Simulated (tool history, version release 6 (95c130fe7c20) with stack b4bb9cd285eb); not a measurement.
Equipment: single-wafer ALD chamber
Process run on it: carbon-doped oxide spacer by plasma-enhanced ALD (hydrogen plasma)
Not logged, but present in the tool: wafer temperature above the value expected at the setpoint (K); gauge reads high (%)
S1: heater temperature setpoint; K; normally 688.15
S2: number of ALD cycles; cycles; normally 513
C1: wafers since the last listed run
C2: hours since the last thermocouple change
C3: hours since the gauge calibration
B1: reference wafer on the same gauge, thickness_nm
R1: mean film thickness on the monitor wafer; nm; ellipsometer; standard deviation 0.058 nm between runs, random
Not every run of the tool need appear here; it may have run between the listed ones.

run 1 hour=0.0 | S1=688.15 S2=513 | C1=0 C2=2141.4 C3=193.2 | B1=19.196 | R1=23.170
run 2 hour=14.4 | S1=688.15 S2=513 | C1=11 C2=2155.8 C3=207.6 | B1=19.205 | R1=23.262
run 3 hour=26.7 | S1=688.15 S2=513 | C1=10 C2=2168.1 C3=219.9 | B1=19.190 | R1=23.161
-- hour=36.1 gauge calibrated
run 4 hour=38.8 | S1=688.15 S2=513 | C1=9 C2=2180.2 C3=2.7 | B1=19.192 | R1=23.088
run 5 hour=49.3 | S1=688.15 S2=513 | C1=8 C2=2190.7 C3=13.2 | B1=19.213 | R1=23.128
run 6 hour=66.9 | S1=688.15 S2=583 | C1=14 C2=2208.3 C3=30.8 | B1=19.190 | R1=26.262
run 7 hour=74.7 | S1=688.15 S2=583 | C1=6 C2=2216.1 C3=38.6 | B1=19.194 | R1=26.362
run 8 hour=87.4 | S1=688.15 S2=583 | C1=10 C2=2228.8 C3=51.3 | B1=19.205 | R1=26.311
run 9 hour=96.1 | S1=688.15 S2=455 | C1=7 C2=2237.5 C3=60.0 | B1=19.204 | R1=20.451
run 10 hour=110.7 | S1=688.15 S2=455 | C1=11 C2=2252.1 C3=74.6 | B1=19.211 | R1=20.604
run 11 hour=122.1 | S1=688.15 S2=455 | C1=9 C2=2263.5 C3=86.0 | B1=19.206 | R1=20.456
run 12 hour=131.7 | S1=688.15 S2=513 | C1=7 C2=2273.1 C3=95.6 | B1=19.182 | R1=23.166
-- hour=142.8 thermocouple changed; heater temperature recalibrated
run 13 hour=143.3 | S1=688.15 S2=513 | C1=2 C2=0.5 C3=107.2 | B1=19.216 | R1=23.175
run 14 hour=159.8 | S1=688.15 S2=513 | C1=13 C2=17.0 C3=123.7 | B1=19.205 | R1=23.233
run 15 hour=176.2 | S1=698.15 S2=442 | C1=13 C2=33.4 C3=140.1 | B1=19.187 | R1=19.385
run 16 hour=192.1 | S1=688.15 S2=452 | C1=12 C2=49.3 C3=156.0 | B1=19.212 | R1=20.296
run 17 hour=201.0 | S1=688.15 S2=580 | C1=7 C2=58.2 C3=164.9 | B1=19.200 | R1=26.083
run 18 hour=210.4 | S1=688.15 S2=513 | C1=7 C2=67.6 C3=174.3 | B1=19.224 | R1=23.064
run 19 hour=221.8 | S1=695.15 S2=487 | C1=9 C2=79.0 C3=185.7 | B1=19.210 | R1=21.552
run 20 hour=231.6 | S1=688.15 S2=513 | C1=7 C2=88.8 C3=195.5 | B1=19.189 | R1=23.089
-- hour=262.4 gauge calibrated
run 21 hour=284.1 | S1=698.15 S2=474 | C1=42 C2=141.3 C3=21.7 | B1=19.206 | R1=20.827
run 22 hour=295.4 | S1=688.15 S2=411 | C1=9 C2=152.6 C3=33.0 | B1=19.197 | R1=18.419
run 23 hour=304.5 | S1=688.15 S2=513 | C1=7 C2=161.7 C3=42.1 | B1=19.208 | R1=23.186
run 24 hour=316.0 | S1=688.15 S2=513 | C1=9 C2=173.2 C3=53.6 | B1=19.210 | R1=23.146
run 25 hour=322.3 | S1=698.15 S2=567 | C1=5 C2=179.5 C3=59.9 | B1=19.207 | R1=24.904
run 26 hour=329.8 | S1=683.15 S2=454 | C1=6 C2=187.0 C3=67.4 | B1=19.213 | R1=20.829
run 27 hour=337.3 | S1=688.15 S2=421 | C1=6 C2=194.5 C3=74.9 | B1=19.210 | R1=19.025
run 28 hour=350.4 | S1=675.15 S2=415 | C1=10 C2=207.6 C3=88.0 | B1=19.214 | R1=19.427

Consider 3 possible next runs. They are alternatives, not a sequence: every one starts from the tool as it was left by run 28. What does each give?
run A hour=351.6 | S1=688.15 S2=513 | C1=0 C2=208.8 C3=89.2 | B1=? | R1=?
run B hour=351.6 | S1=677.15 S2=423 | C1=0 C2=208.8 C3=89.2 | B1=? | R1=?
run C hour=351.6 | S1=678.15 S2=572 | C1=0 C2=208.8 C3=89.2 | B1=? | R1=?

run=A B1=19.187 R1=23.178
run=B B1=19.187 R1=19.725
run=C B1=19.187 R1=26.598
With the hidden condition removed and each run's random variation left untouched, the same runs would have given:
run=A R1=23.178
run=B R1=19.725
run=C R1=26.598
